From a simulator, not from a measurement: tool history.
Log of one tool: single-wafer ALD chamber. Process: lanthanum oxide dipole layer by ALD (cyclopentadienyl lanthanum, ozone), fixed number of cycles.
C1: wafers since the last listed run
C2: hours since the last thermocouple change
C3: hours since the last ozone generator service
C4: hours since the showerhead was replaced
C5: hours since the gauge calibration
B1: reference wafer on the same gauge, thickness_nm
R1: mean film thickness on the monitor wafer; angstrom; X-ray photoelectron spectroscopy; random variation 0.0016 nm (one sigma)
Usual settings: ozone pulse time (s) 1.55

Run 1, hour 0.0: usual settings but ozone pulse time (s) 1.16; C1 0; C2 2390.5; C3 405.4; C4 2726.4; C5 678.0; B1 0.437. Result: R1 4.82 angstrom.
Run 2, hour 30.2: usual settings; C1 399; C2 2420.7; C3 435.6; C4 2756.6; C5 708.2; B1 0.437. Result: R1 5.19 angstrom.
Run 3, hour 54.7: usual settings; C1 324; C2 2445.2; C3 460.1; C4 2781.1; C5 732.7; B1 0.437. Result: R1 5.18 angstrom.
Run 4, hour 72.2: usual settings; C1 231; C2 2462.7; C3 477.6; C4 2798.6; C5 750.2; B1 0.437. Result: R1 5.20 angstrom.
Run 5, hour 93.6: usual settings but ozone pulse time (s) 1.68; C1 283; C2 2484.1; C3 499.0; C4 2820.0; C5 771.6; B1 0.437. Result: R1 5.24 angstrom.
Run 6, hour 109.8: usual settings but ozone pulse time (s) 1.68; C1 214; C2 2500.3; C3 515.2; C4 2836.2; C5 787.8; B1 0.437. Result: R1 5.27 angstrom.
Run 7, hour 144.9: usual settings but ozone pulse time (s) 1.68; C1 464; C2 2535.4; C3 550.3; C4 2871.3; C5 822.9; B1 0.437. Result: R1 5.24 angstrom.
At hour 149.4: gauge calibrated.
Run 8, hour 163.8: usual settings; C1 250; C2 2554.3; C3 569.2; C4 2890.2; C5 14.4; B1 0.437. Result: R1 5.20 angstrom.
Run 9, hour 180.9: usual settings but ozone pulse time (s) 1.34; C1 226; C2 2571.4; C3 586.3; C4 2907.3; C5 31.5; B1 0.437. Result: R1 5.02 angstrom.
Run 10, hour 211.1: usual settings but ozone pulse time (s) 1.34; C1 399; C2 2601.6; C3 616.5; C4 2937.5; C5 61.7; B1 0.437. Result: R1 5.03 angstrom.
Run 11, hour 232.9: usual settings but ozone pulse time (s) 1.34; C1 288; C2 2623.4; C3 638.3; C4 2959.3; C5 83.5; B1 0.437. Result: R1 5.00 angstrom.
Run 12, hour 250.2: usual settings; C1 229; C2 2640.7; C3 655.6; C4 2976.6; C5 100.8; B1 0.437. Result: R1 5.18 angstrom.
Run 13, hour 283.7: usual settings; C1 443; C2 2674.2; C3 689.1; C4 3010.1; C5 134.3; B1 0.437. Result: R1 5.16 angstrom.
Run 14, hour 349.3: usual settings but ozone pulse time (s) 2.03; C1 868; C2 2739.8; C3 754.7; C4 3075.7; C5 199.9; B1 0.437. Result: R1 5.37 angstrom.
Run 15, hour 373.9: usual settings but ozone pulse time (s) 1.97; C1 325; C2 2764.4; C3 779.3; C4 3100.3; C5 224.5; B1 0.437. Result: R1 5.32 angstrom.
Run 16, hour 391.4: usual settings but ozone pulse time (s) 1.08; C1 231; C2 2781.9; C3 796.8; C4 3117.8; C5 242.0; B1 0.437. Result: R1 4.66 angstrom.
At hour 401.2: showerhead replaced, of another model than before.
Run 17, hour 409.9: usual settings but ozone pulse time (s) 1.72; C1 139; C2 2800.4; C3 815.3; C4 8.7; C5 260.5; B1 0.437. Result: R1 5.26 angstrom.
Run 18, hour 429.4: usual settings but ozone pulse time (s) 1.18; C1 258; C2 2819.9; C3 834.8; C4 28.2; C5 280.0; B1 0.437. Result: R1 4.95 angstrom.
Run 19, hour 454.7: usual settings but ozone pulse time (s) 1.14; C1 334; C2 2845.2; C3 860.1; C4 53.5; C5 305.3; B1 0.437. Result: R1 4.92 angstrom.
At hour 474.3: thermocouple changed; heater temperature recalibrated.
Run 20, hour 489.5: usual settings; C1 354; C2 15.2; C3 894.9; C4 88.3; C5 340.1; B1 0.437. Result: R1 5.20 angstrom.
Run 21, hour 524.8: usual settings; C1 467; C2 50.5; C3 930.2; C4 123.6; C5 375.4; B1 0.437. Result: R1 5.16 angstrom.
Run 22, hour 552.1: usual settings; C1 361; C2 77.8; C3 957.5; C4 150.9; C5 402.7; B1 0.437. Result: R1 5.17 angstrom.
Run 23, hour 576.3: usual settings but ozone pulse time (s) 2.09; C1 320; C2 102.0; C3 981.7; C4 175.1; C5 426.9; B1 0.437. Result: R1 5.34 angstrom.
Run 24, hour 599.1: usual settings but ozone pulse time (s) 1.82; C1 301; C2 124.8; C3 1004.5; C4 197.9; C5 449.7; B1 0.437. Result: R1 5.25 angstrom.
Run 25, hour 622.3: usual settings but ozone pulse time (s) 1.35; C1 307; C2 148.0; C3 1027.7; C4 221.1; C5 472.9; B1 0.437. Result: R1 5.03 angstrom.
At hour 650.2: ozone generator serviced.
Run 26, hour 650.7: usual settings but ozone pulse time (s) 1.32; C1 270; C2 176.4; C3 0.5; C4 249.5; C5 501.3; B1 0.437. Result: R1 5.10 angstrom.
Run 27, hour 669.6: usual settings but ozone pulse time (s) 1.01; C1 250; C2 195.3; C3 19.4; C4 268.4; C5 520.2; B1 0.437. Result: R1 4.81 angstrom.
Run 28, hour 697.4: usual settings but ozone pulse time (s) 1.34; C1 368; C2 223.1; C3 47.2; C4 296.2; C5 548.0; B1 0.437. Result: R1 5.08 angstrom.
Run 29, hour 733.2: usual settings but ozone pulse time (s) 1.22; C1 474; C2 258.9; C3 83.0; C4 332.0; C5 583.8; B1 0.437. Result: R1 5.02 angstrom.
Run 30, hour 762.8: usual settings but ozone pulse time (s) 1.00; C1 391; C2 288.5; C3 112.6; C4 361.6; C5 613.4; B1 0.437. Result: R1 4.80 angstrom.
Run 31, hour 794.8: usual settings; C1 423; C2 320.5; C3 144.6; C4 393.6; C5 645.4; B1 0.437. Result: R1 5.20 angstrom.
Run 32, hour 833.1: usual settings but ozone pulse time (s) 1.23; C1 507; C2 358.8; C3 182.9; C4 431.9; C5 683.7; B1 0.437. Result: R1 5.02 angstrom.
Run 33, hour 868.1: usual settings but ozone pulse time (s) 0.99; C1 463; C2 393.8; C3 217.9; C4 466.9; C5 718.7; B1 0.437. Result: R1 4.81 angstrom.
Run 34, hour 881.4: usual settings but ozone pulse time (s) 1.95; C1 176; C2 407.1; C3 231.2; C4 480.2; C5 732.0; B1 0.437. Result: R1 5.31 angstrom.
Run 35, hour 899.2: usual settings; C1 235; C2 424.9; C3 249.0; C4 498.0; C5 749.8; B1 0.437. Result: R1 5.19 angstrom.

3 ways to go on from here, each from the tool as it stands after run 35. What would each give?
Run A, hour 899.6: usual settings; C1 5; C2 425.3; C3 249.4; C4 498.4; C5 750.2; B1 ?. Result: R1 ?.
Run B, hour 899.6: usual settings but ozone pulse time (s) 1.92; C1 5; C2 425.3; C3 249.4; C4 498.4; C5 750.2; B1 ?. Result: R1 ?.
Run C, hour 899.6: usual settings but ozone pulse time (s) 1.07; C1 5; C2 425.3; C3 249.4; C4 498.4; C5 750.2; B1 ?. Result: R1 ?.

run     B1    R1
  A  0.437  5.23
  B  0.437  5.35
  C  0.437  4.91
Without the tool's hidden state the same runs would have given:
run    R1
  A  5.23
  B  5.35
  C  4.91
